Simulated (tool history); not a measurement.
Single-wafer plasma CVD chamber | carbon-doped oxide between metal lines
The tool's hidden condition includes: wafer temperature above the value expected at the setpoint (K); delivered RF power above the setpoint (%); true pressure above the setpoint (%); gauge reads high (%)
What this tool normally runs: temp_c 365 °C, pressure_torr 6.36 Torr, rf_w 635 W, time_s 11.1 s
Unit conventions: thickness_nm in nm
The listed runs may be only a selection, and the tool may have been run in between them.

run,hour,temp_c,pressure_torr,rf_w,time_s,wafers since the last listed run,hours since the last thermocouple change,hours since the last RF generator calibration,hours since the last manometer calibration,hours since the showerhead was replaced,hours since the gauge calibration,"read-back reference wafer on the same gauge, thickness_nm",thickness_nm
1,0,365,7.38,635,11.1,0,1501.9,1209,2018.4,5829.3,194.2,59.746,66.75
2,24.1,365,7.38,635,11.1,765,1526,1233.1,2042.5,5853.4,218.3,59.706,66.686
3,60.3,365,6.36,635,11.1,1149,1562.2,1269.3,2078.7,5889.6,254.5,59.653,65.855
4,86,376,6.36,635,11.1,816,1587.9,1295,2104.4,5915.3,280.2,59.616,63.743
5,136.1,365,6.77,635,11.7,1590,1638,1345.1,2154.5,5965.4,330.3,59.526,69.429
6,197.3,365,6.77,635,11.7,1943,1699.2,1406.3,2215.7,6026.6,391.5,59.404,69.238
7,240.1,373,6.36,540,11.1,1359,1742,1449.1,2258.5,6069.4,434.3,59.294,54.113
8,266.7,373,6.36,540,11.1,844,1768.6,1475.7,2285.1,6096,460.9,59.24,54.131
9,318.8,365,6.36,635,11.1,1654,1820.7,1527.8,2337.2,6148.1,513,59.087,64.924
10,375.6,370,6.36,635,11.1,1803,1877.5,1584.6,2394,6204.9,569.8,58.829,64.409
# hour 430.9: RF generator calibrated
11,433.8,370,6.36,635,11.1,1594,1935.7,2.9,2452.2,6263.1,628,58.637,64.051
12,460.4,365,6.01,635,12.7,844,1962.3,29.5,2478.8,6289.7,654.6,58.542,72.816
# hour 463.1: gauge calibrated
13,530.2,365,6.01,635,12.7,2216,2032.1,99.3,2548.6,6359.5,67.1,59.862,74.95
14,571.7,370,5.61,575,10,1317,2073.6,140.8,2590.1,6401,108.6,59.822,52.03
15,639.2,365,5.73,635,12.8,2143,2141.1,208.3,2657.6,6468.5,176.1,59.703,74.058
16,709.2,374,7.38,635,9.6,2222,2211.1,278.3,2727.6,6538.5,246.1,59.783,56.902
# hour 776.8: capacitance manometer re-zeroed and calibrated
17,777.3,365,6.36,635,11.1,1908,2279.2,346.4,0.5,6606.6,314.2,59.562,65.603
18,805.5,378,4.96,635,9.4,895,2307.4,374.6,28.7,6634.8,342.4,59.628,51.115
# hour 892.3: showerhead replaced
19,932.9,365,5.85,635,12.3,3791,2434.8,502,156.1,40.6,469.8,59.273,70.967
20,980,365,6.36,635,11.1,1495,2481.9,549.1,203.2,87.7,516.9,59.068,65.349
# hour 1053.7: thermocouple changed; heater temperature recalibrated
21,1054.2,365,6.36,635,12.4,2102,0.5,623.3,277.4,161.9,591.1,58.729,72.596
22,1102.7,377,6.36,680,13.1,1540,49,671.8,325.9,210.4,639.6,58.677,78.566
23,1170,365,7.62,600,12.8,2137,116.3,739.1,393.2,277.7,706.9,58.285,71.22
24,1234,365,6.36,635,11.1,2032,180.3,803.1,457.2,341.7,770.9,57.972,63.831
25,1287,377,5.59,635,11.1,1683,233.3,856.1,510.2,394.7,823.9,57.773,60.544
# hour 1305.6: gauge calibrated
26,1328.1,377,5.59,635,11.1,1305,274.4,897.2,551.3,435.8,22.5,59.502,62.433

3 ways to go on from here, each from the tool as it stands after run 26. What would each give?
A,1328.5,365,6.36,635,11.1,12,274.8,897.6,551.7,436.2,22.9,?,?
B,1328.5,365,7.79,720,10.3,12,274.8,897.6,551.7,436.2,22.9,?,?
C,1328.5,365,7.6,635,9,12,274.8,897.6,551.7,436.2,22.9,?,?

run,"read-back reference wafer on the same gauge, thickness_nm",thickness_nm
A,59.503,66.244
B,59.503,70.505
C,59.503,54.87
Had the tool no hidden state, the same runs would have come out as:
run,thickness_nm
A,66.372
B,70.641
C,54.976
